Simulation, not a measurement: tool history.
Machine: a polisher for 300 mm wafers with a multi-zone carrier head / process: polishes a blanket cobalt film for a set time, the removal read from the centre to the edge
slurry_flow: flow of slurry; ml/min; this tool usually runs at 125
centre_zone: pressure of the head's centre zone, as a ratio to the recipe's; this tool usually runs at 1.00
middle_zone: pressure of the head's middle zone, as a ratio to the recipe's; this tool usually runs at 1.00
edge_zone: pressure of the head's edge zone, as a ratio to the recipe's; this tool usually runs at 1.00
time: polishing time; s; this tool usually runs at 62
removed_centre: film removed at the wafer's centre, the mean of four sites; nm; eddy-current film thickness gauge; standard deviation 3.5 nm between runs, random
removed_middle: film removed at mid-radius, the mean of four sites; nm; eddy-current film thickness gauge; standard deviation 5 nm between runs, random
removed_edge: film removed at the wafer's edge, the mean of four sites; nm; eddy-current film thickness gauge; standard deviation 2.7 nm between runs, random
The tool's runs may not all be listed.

run,hour,slurry_flow,centre_zone,middle_zone,edge_zone,time,wafers since the last listed run,wafers polished on this pad,hours since the slurry nozzle was cleaned,hours since the centre zone pressure was calibrated,hours since the edge zone pressure was calibrated,hours since the carrier head's membrane was replaced,"incoming thickness of the incoming film, nm",removed_centre,removed_middle,removed_edge
1,0.0,165,0.90,1.00,1.00,62,0,5558,25.4,687.8,689.2,645.1,1141.3,340.4,370.8,362.3
# hour 62.8: carrier head's membrane replaced by a new one
2,95.2,155,1.00,1.00,1.00,55,1354,6912,120.6,783.0,784.4,32.4,1162.5,319.9,323.1,309.0
# hour 103.0: edge zone pressure recalibrated
3,176.6,125,1.00,1.00,1.00,62,1192,8105,202.0,864.4,73.6,113.8,1159.6,343.8,353.2,342.0
4,230.3,125,1.00,1.00,1.09,45,806,8911,255.7,918.1,127.3,167.5,1166.3,253.8,248.2,255.8
# hour 266.1: worn pad replaced by a new one
5,294.7,160,0.91,1.00,1.00,62,907,429,320.1,982.5,191.7,231.9,1163.6,331.8,365.7,351.0
6,351.6,125,1.09,1.06,0.96,54,854,1283,377.0,1039.4,248.6,288.8,1160.4,317.1,310.8,286.7
7,431.7,125,1.00,1.00,1.00,62,1202,2486,457.1,1119.5,328.7,368.9,1167.4,336.8,329.9,329.6
8,509.5,125,1.00,1.00,1.00,62,1168,3654,534.9,1197.3,406.5,446.7,1161.5,326.7,326.4,329.3
9,601.0,125,1.00,1.00,1.00,62,1374,5028,626.4,1288.8,498.0,538.2,1163.1,321.4,327.7,325.3
# hour 622.5: centre zone pressure recalibrated
# hour 644.6: slurry nozzle cleaned
10,685.9,125,1.00,1.06,1.00,62,1229,6258,41.3,63.4,582.9,623.1,1160.0,344.9,369.5,336.7
# hour 794.9: carrier head's membrane replaced by a new one
11,795.4,125,0.92,1.08,1.05,62,1569,7827,150.8,172.9,692.4,0.5,1155.5,311.6,375.9,342.1
# hour 986.7: edge zone pressure recalibrated
12,1022.5,125,0.90,1.00,1.03,62,3380,11208,377.9,400.0,35.8,227.6,1161.8,304.1,330.8,337.0
# hour 1032.4: worn pad replaced by a new one
13,1076.9,105,1.00,1.00,0.95,62,756,667,432.3,454.4,90.2,282.0,1160.5,307.5,317.7,306.8
14,1143.0,150,1.00,1.04,1.00,62,992,1660,498.4,520.5,156.3,348.1,1169.6,344.3,363.8,340.2
15,1226.1,125,1.00,1.00,1.00,70,1247,2908,581.5,603.6,239.4,431.2,1165.8,362.7,358.5,366.1
16,1331.9,125,1.06,1.00,1.00,47,1588,4497,687.3,709.4,345.2,537.0,1162.0,251.2,236.5,241.6
17,1432.5,125,1.00,1.00,1.00,62,1510,6007,787.9,810.0,445.8,637.6,1153.1,304.1,318.4,316.7
# hour 1469.3: carrier head's membrane replaced by a new one
18,1472.1,125,1.00,1.00,1.00,44,519,6527,827.5,849.6,485.4,2.8,1163.6,213.9,218.4,222.9
# hour 1482.3: slurry nozzle cleaned
19,1514.4,125,1.00,1.00,1.10,72,620,7147,32.1,891.9,527.7,45.1,1157.2,404.0,413.9,414.8
20,1580.3,105,1.00,1.00,1.00,62,989,8137,98.0,957.8,593.6,111.0,1136.2,327.8,343.1,333.0
21,1682.8,125,1.00,1.00,1.00,56,1539,9676,200.5,1060.3,696.1,213.5,1148.0,314.9,307.0,304.3

Same runs, no hidden state in the tool, same run-to-run variation:
Hidden conditions of the tool in this case: removal rate lost through wear of the pad, %; slurry flow missing at the pad, %; deviation of the centre zone's pressure from its setpoint, %; deviation of the edge zone's pressure from its setpoint, %.
run,removed_centre,removed_middle,removed_edge
1,343.2,373.5,364.2
2,325.6,328.2,312.5
3,355.2,363.5,348.9
4,264.2,257.1,262.1
5,344.6,378.2,359.6
6,336.1,327.1,297.0
7,361.7,351.1,344.1
8,355.8,351.6,346.6
9,356.4,358.6,345.9
10,352.1,376.4,341.0
11,322.7,387.6,349.5
12,326.0,351.5,351.4
13,338.4,345.0,324.1
14,371.0,388.6,356.5
15,404.1,393.9,390.4
16,286.6,265.2,261.1
17,356.0,365.0,347.2
18,253.2,252.8,245.9
19,407.0,416.6,416.7
20,333.8,348.6,336.6
21,323.7,314.6,309.6

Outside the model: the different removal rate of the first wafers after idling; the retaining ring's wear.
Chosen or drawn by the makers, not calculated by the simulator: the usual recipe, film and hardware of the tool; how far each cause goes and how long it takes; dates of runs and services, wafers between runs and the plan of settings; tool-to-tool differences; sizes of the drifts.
